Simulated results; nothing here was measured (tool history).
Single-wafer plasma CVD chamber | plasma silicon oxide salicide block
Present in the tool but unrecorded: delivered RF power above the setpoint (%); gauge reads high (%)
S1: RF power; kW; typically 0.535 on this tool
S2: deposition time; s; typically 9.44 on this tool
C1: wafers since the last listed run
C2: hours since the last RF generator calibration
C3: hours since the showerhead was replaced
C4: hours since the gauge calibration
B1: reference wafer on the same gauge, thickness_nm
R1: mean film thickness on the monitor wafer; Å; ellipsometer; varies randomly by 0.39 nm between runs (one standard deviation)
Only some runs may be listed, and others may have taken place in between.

run,hour,S1,S2,C1,C2,C3,C4,B1,R1
1,0.0,0.535,9.44,0,56.6,2179.6,1129.2,91.292,915.68
2,96.3,0.535,9.44,4130,152.9,2275.9,1225.5,91.525,912.60
3,172.8,0.535,9.44,3281,229.4,2352.4,1302.0,91.931,922.07
4,259.0,0.590,9.44,3697,315.6,2438.6,1388.2,92.201,956.34
5,356.4,0.535,9.44,4177,413.0,2536.0,1485.6,92.593,934.48
6,398.1,0.535,9.44,1788,454.7,2577.7,1527.3,92.692,939.19
7,462.1,0.535,9.44,2745,518.7,2641.7,1591.3,92.995,930.05
# hour 534.7: gauge calibrated
8,557.8,0.535,9.44,4104,614.4,2737.4,23.1,89.553,907.12
# hour 650.5: showerhead replaced
9,651.0,0.535,9.44,3654,707.6,0.5,116.3,89.712,893.23
10,696.4,0.535,9.44,1947,753.0,45.9,161.7,89.849,892.56
11,773.3,0.465,9.44,3298,829.9,122.8,238.6,89.869,861.19
12,867.4,0.500,9.44,4036,924.0,216.9,332.7,89.801,884.38
# hour 952.8: RF generator calibrated
13,962.2,0.640,9.92,3722,9.4,311.7,427.5,89.762,999.01
14,1039.4,0.535,10.48,3311,86.6,388.9,504.7,89.899,1004.74
15,1128.2,0.450,7.85,3808,175.4,477.7,593.5,90.147,712.21
16,1180.7,0.535,9.44,2251,227.9,530.2,646.0,90.136,908.66
17,1246.1,0.535,9.44,2805,293.3,595.6,711.4,90.287,914.35
18,1293.7,0.635,10.36,2041,340.9,643.2,759.0,90.408,1050.17
19,1378.9,0.535,9.44,3654,426.1,728.4,844.2,90.554,904.67
20,1442.0,0.630,7.65,2706,489.2,791.5,907.3,90.721,781.14
21,1666.0,0.630,8.89,9607,713.2,1015.5,1131.3,91.479,906.35

Predict each of these 4 candidate next runs independently; none follows another, all start after run 21:
A,1666.4,0.490,9.44,17,713.6,1015.9,1131.7,?,?
B,1666.4,0.565,8.47,17,713.6,1015.9,1131.7,?,?
C,1666.4,0.430,8.93,17,713.6,1015.9,1131.7,?,?
D,1666.4,0.580,8.12,17,713.6,1015.9,1131.7,?,?

run,B1,R1
A,91.388,889.47
B,91.388,834.62
C,91.388,807.33
D,91.388,806.72
Stripped of hidden state, with their random variation kept, the same runs would have yielded:
run,R1
A,878.46
B,824.29
C,797.34
D,796.74
